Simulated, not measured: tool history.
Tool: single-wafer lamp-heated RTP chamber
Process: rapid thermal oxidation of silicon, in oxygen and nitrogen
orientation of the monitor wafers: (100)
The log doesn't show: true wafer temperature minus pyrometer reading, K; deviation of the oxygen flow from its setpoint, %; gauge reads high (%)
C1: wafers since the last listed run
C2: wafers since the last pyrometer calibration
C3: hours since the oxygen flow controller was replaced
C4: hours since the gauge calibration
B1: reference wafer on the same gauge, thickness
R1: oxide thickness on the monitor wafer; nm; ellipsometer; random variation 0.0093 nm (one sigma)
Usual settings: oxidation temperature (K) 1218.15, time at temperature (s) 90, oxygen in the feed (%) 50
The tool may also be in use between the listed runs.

run 1 hour=0.0 | oxidation_temperature_(K)=1218.15 time_at_temperature_(s)=90 oxygen_in_the_feed_(%)=50 | C1=0 C2=2462 C3=2766.0 C4=9.3 | B1=4.061 | R1=3.620
run 2 hour=16.7 | oxidation_temperature_(K)=1218.15 time_at_temperature_(s)=90 oxygen_in_the_feed_(%)=50 | C1=168 C2=2630 C3=2782.7 C4=26.0 | B1=4.061 | R1=3.616
-- hour=41.8 pyrometer window cleaned and pyrometer calibrated
run 3 hour=42.6 | oxidation_temperature_(K)=1218.15 time_at_temperature_(s)=90 oxygen_in_the_feed_(%)=50 | C1=180 C2=8 C3=2808.6 C4=51.9 | B1=4.062 | R1=3.605
run 4 hour=57.4 | oxidation_temperature_(K)=1218.15 time_at_temperature_(s)=90 oxygen_in_the_feed_(%)=50 | C1=149 C2=157 C3=2823.4 C4=66.7 | B1=4.056 | R1=3.617
run 5 hour=73.3 | oxidation_temperature_(K)=1218.15 time_at_temperature_(s)=90 oxygen_in_the_feed_(%)=50 | C1=160 C2=318 C3=2839.3 C4=82.6 | B1=4.058 | R1=3.619
run 6 hour=88.6 | oxidation_temperature_(K)=1218.15 time_at_temperature_(s)=90 oxygen_in_the_feed_(%)=50 | C1=154 C2=473 C3=2854.6 C4=97.9 | B1=4.059 | R1=3.613
run 7 hour=96.8 | oxidation_temperature_(K)=1203.15 time_at_temperature_(s)=90 oxygen_in_the_feed_(%)=50 | C1=82 C2=556 C3=2862.8 C4=106.1 | B1=4.059 | R1=3.281
run 8 hour=106.5 | oxidation_temperature_(K)=1203.15 time_at_temperature_(s)=90 oxygen_in_the_feed_(%)=50 | C1=98 C2=654 C3=2872.5 C4=115.8 | B1=4.060 | R1=3.276
run 9 hour=120.1 | oxidation_temperature_(K)=1218.15 time_at_temperature_(s)=90 oxygen_in_the_feed_(%)=50 | C1=137 C2=791 C3=2886.1 C4=129.4 | B1=4.058 | R1=3.612
run 10 hour=126.2 | oxidation_temperature_(K)=1218.15 time_at_temperature_(s)=90 oxygen_in_the_feed_(%)=50 | C1=61 C2=853 C3=2892.2 C4=135.5 | B1=4.059 | R1=3.628
run 11 hour=142.2 | oxidation_temperature_(K)=1218.15 time_at_temperature_(s)=90 oxygen_in_the_feed_(%)=50 | C1=161 C2=1014 C3=2908.2 C4=151.5 | B1=4.061 | R1=3.609
run 12 hour=159.7 | oxidation_temperature_(K)=1218.15 time_at_temperature_(s)=90 oxygen_in_the_feed_(%)=50 | C1=176 C2=1191 C3=2925.7 C4=169.0 | B1=4.060 | R1=3.622
run 13 hour=169.0 | oxidation_temperature_(K)=1218.15 time_at_temperature_(s)=90 oxygen_in_the_feed_(%)=50 | C1=93 C2=1285 C3=2935.0 C4=178.3 | B1=4.059 | R1=3.601
run 14 hour=184.9 | oxidation_temperature_(K)=1218.15 time_at_temperature_(s)=90 oxygen_in_the_feed_(%)=50 | C1=160 C2=1446 C3=2950.9 C4=194.2 | B1=4.058 | R1=3.628
run 15 hour=201.7 | oxidation_temperature_(K)=1218.15 time_at_temperature_(s)=90 oxygen_in_the_feed_(%)=50 | C1=169 C2=1616 C3=2967.7 C4=211.0 | B1=4.061 | R1=3.616
run 16 hour=210.5 | oxidation_temperature_(K)=1218.15 time_at_temperature_(s)=90 oxygen_in_the_feed_(%)=50 | C1=88 C2=1705 C3=2976.5 C4=219.8 | B1=4.058 | R1=3.605
run 17 hour=218.6 | oxidation_temperature_(K)=1197.15 time_at_temperature_(s)=76 oxygen_in_the_feed_(%)=32 | C1=81 C2=1787 C3=2984.6 C4=227.9 | B1=4.061 | R1=2.759
run 18 hour=231.3 | oxidation_temperature_(K)=1244.15 time_at_temperature_(s)=132 oxygen_in_the_feed_(%)=30 | C1=128 C2=1915 C3=2997.3 C4=240.6 | B1=4.059 | R1=4.300
-- hour=239.7 oxygen flow controller replaced
run 19 hour=240.2 | oxidation_temperature_(K)=1218.15 time_at_temperature_(s)=90 oxygen_in_the_feed_(%)=50 | C1=9 C2=1924 C3=0.5 C4=249.5 | B1=4.059 | R1=3.616
run 20 hour=246.0 | oxidation_temperature_(K)=1218.15 time_at_temperature_(s)=90 oxygen_in_the_feed_(%)=66 | C1=58 C2=1983 C3=6.3 C4=255.3 | B1=4.061 | R1=3.941
-- hour=258.9 pyrometer window cleaned and pyrometer calibrated
run 21 hour=259.4 | oxidation_temperature_(K)=1218.15 time_at_temperature_(s)=90 oxygen_in_the_feed_(%)=50 | C1=54 C2=4 C3=19.7 C4=268.7 | B1=4.059 | R1=3.621
-- hour=264.3 gauge calibrated
run 22 hour=269.7 | oxidation_temperature_(K)=1193.15 time_at_temperature_(s)=134 oxygen_in_the_feed_(%)=29 | C1=104 C2=108 C3=30.0 C4=5.4 | B1=4.058 | R1=3.126
run 23 hour=283.2 | oxidation_temperature_(K)=1248.15 time_at_temperature_(s)=58 oxygen_in_the_feed_(%)=22 | C1=136 C2=245 C3=43.5 C4=18.9 | B1=4.065 | R1=3.000
run 24 hour=295.6 | oxidation_temperature_(K)=1218.15 time_at_temperature_(s)=90 oxygen_in_the_feed_(%)=50 | C1=125 C2=370 C3=55.9 C4=31.3 | B1=4.059 | R1=3.609
run 25 hour=307.4 | oxidation_temperature_(K)=1209.15 time_at_temperature_(s)=77 oxygen_in_the_feed_(%)=58 | C1=119 C2=489 C3=67.7 C4=43.1 | B1=4.060 | R1=3.345
run 26 hour=317.3 | oxidation_temperature_(K)=1236.15 time_at_temperature_(s)=70 oxygen_in_the_feed_(%)=50 | C1=100 C2=589 C3=77.6 C4=53.0 | B1=4.059 | R1=3.702
run 27 hour=327.2 | oxidation_temperature_(K)=1207.15 time_at_temperature_(s)=56 oxygen_in_the_feed_(%)=78 | C1=100 C2=689 C3=87.5 C4=62.9 | B1=4.060 | R1=3.191
run 28 hour=370.3 | oxidation_temperature_(K)=1218.15 time_at_temperature_(s)=112 oxygen_in_the_feed_(%)=73 | C1=435 C2=1125 C3=130.6 C4=106.0 | B1=4.061 | R1=4.417
run 29 hour=383.9 | oxidation_temperature_(K)=1218.15 time_at_temperature_(s)=90 oxygen_in_the_feed_(%)=39 | C1=137 C2=1262 C3=144.2 C4=119.6 | B1=4.057 | R1=3.396

The next listed run, before its measurement:
run 30 hour=401.0 | oxidation_temperature_(K)=1242.15 time_at_temperature_(s)=59 oxygen_in_the_feed_(%)=31 | C1=172 C2=1435 C3=161.3 C4=136.7 | B1=? | R1=?

B1: 4.057
R1: 3.156 nm
Without the tool's hidden state the same run would have given R1 3.156 nm.
